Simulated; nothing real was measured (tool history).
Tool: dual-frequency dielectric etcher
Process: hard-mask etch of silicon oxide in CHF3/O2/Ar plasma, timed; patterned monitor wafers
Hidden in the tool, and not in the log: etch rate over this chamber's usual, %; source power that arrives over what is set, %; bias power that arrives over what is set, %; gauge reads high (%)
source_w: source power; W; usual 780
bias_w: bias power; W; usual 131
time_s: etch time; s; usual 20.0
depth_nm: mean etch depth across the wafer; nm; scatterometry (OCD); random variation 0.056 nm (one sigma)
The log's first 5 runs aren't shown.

run   hour  source_w  bias_w  time_s  wafers since the last listed run  hours since the last wet clean  hours since the last source power generator calibration  hours since the last bias power generator calibration  hours since the last upper electrode change  hours since the gauge calibration  read-back reference wafer on the same gauge, depth_nm  depth_nm
  6   66.0       780     107    20.0                                68                           237.6                                                   3790.4                                                 3656.1                                       3647.0                               44.3                                                  32.19     36.88
  7   72.1       780     131    20.0                                64                           243.7                                                   3796.5                                                 3662.2                                       3653.1                               50.4                                                  32.20     37.84
  8   81.2       780     131    20.0                                96                           252.8                                                   3805.6                                                 3671.3                                       3662.2                               59.5                                                  32.20     37.94
  9   88.6       780     131    20.0                                78                           260.2                                                   3813.0                                                 3678.7                                       3669.6                               66.9                                                  32.20     37.93
 10   95.3       780     131    20.0                                71                           266.9                                                   3819.7                                                 3685.4                                       3676.3                               73.6                                                  32.19     38.11
 11  111.6       780     131    20.0                               172                           283.2                                                   3836.0                                                 3701.7                                       3692.6                               89.9                                                  32.20     37.94
 12  123.5       780     131    20.0                               126                           295.1                                                   3847.9                                                 3713.6                                       3704.5                              101.8                                                  32.20     37.95
 13  137.6       780     131    20.0                               149                           309.2                                                   3862.0                                                 3727.7                                       3718.6                              115.9                                                  32.20     38.13
 14  147.4       780     131    20.0                               103                           319.0                                                   3871.8                                                 3737.5                                       3728.4                              125.7                                                  32.20     38.06
     159.8  -- source power generator calibrated
     173.0  -- upper electrode replaced
 15  173.5       780     131    20.0                                94                           345.1                                                     13.7                                                 3763.6                                          0.5                              151.8                                                  32.21     38.09
 16  173.8       780     110    20.0                                 3                           345.4                                                     14.0                                                 3763.9                                          0.8                              152.1                                                  32.20     37.11
 17  184.8       980     131    16.5                               116                           356.4                                                     25.0                                                 3774.9                                         11.8                              163.1                                                  32.20     33.06
 18  196.0       900     140    22.0                               118                           367.6                                                     36.2                                                 3786.1                                         23.0                              174.3                                                  32.21     43.72
     214.7  -- bias power generator calibrated
 19  215.2       780     103    20.0                               161                           386.8                                                     55.4                                                    0.5                                         42.2                              193.5                                                  32.21     36.89
     245.2  -- wet clean of the chamber
 20  245.7       780     164    17.0                                68                             0.5                                                     85.9                                                   31.0                                         72.7                              224.0                                                  32.19     33.14
 21  246.0       780     101    20.0                                 3                             0.8                                                     86.2                                                   31.3                                         73.0                              224.3                                                  32.21     36.09
     252.0  -- gauge calibrated
 22  255.8       900     144    15.0                               103                            10.6                                                     96.0                                                   41.1                                         82.8                                3.8                                                  32.20     29.44
 23  263.4       870     110    16.5                                80                            18.2                                                    103.6                                                   48.7                                         90.4                               11.4                                                  32.20     30.92
 24  272.3       780     131    20.0                                94                            27.1                                                    112.5                                                   57.6                                         99.3                               20.3                                                  32.19     37.53
 25  287.6       840     131    16.5                               162                            42.4                                                    127.8                                                   72.9                                        114.6                               35.6                                                  32.21     31.48
 26  296.0       630     131    20.0                                89                            50.8                                                    136.2                                                   81.3                                        123.0                               44.0                                                  32.21     36.20
 27  313.8       780     107    20.0                               188                            68.6                                                    154.0                                                   99.1                                        140.8                               61.8                                                  32.21     36.69
 28  329.8       910     110    16.0                               169                            84.6                                                    170.0                                                  115.1                                        156.8                               77.8                                                  32.20     30.32
 29  347.1       780     131    20.0                               183                           101.9                                                    187.3                                                  132.4                                        174.1                               95.1                                                  32.21     37.74
 30  359.4       780     131    20.0                               130                           114.2                                                    199.6                                                  144.7                                        186.4                              107.4                                                  32.20     37.81

Forecast each of these 4 alternatives for the next run:
  A  359.8       640     131    20.0                                 4                           114.6                                                    200.0                                                  145.1                                        186.8                              107.8                                                      ?         ?
  B  359.8       630     121    20.0                                 4                           114.6                                                    200.0                                                  145.1                                        186.8                              107.8                                                      ?         ?
  C  359.8       650     146    16.0                                 4                           114.6                                                    200.0                                                  145.1                                        186.8                              107.8                                                      ?         ?
  D  359.8       640     152    20.0                                 4                           114.6                                                    200.0                                                  145.1                                        186.8                              107.8                                                      ?         ?

run  read-back reference wafer on the same gauge, depth_nm  depth_nm
  A                                                  32.20     36.33
  B                                                  32.20     35.80
  C                                                  32.20     29.65
  D                                                  32.20     37.22
Without the tool's hidden state the same runs would have given:
run  depth_nm
  A     36.18
  B     35.65
  C     29.53
  D     37.06
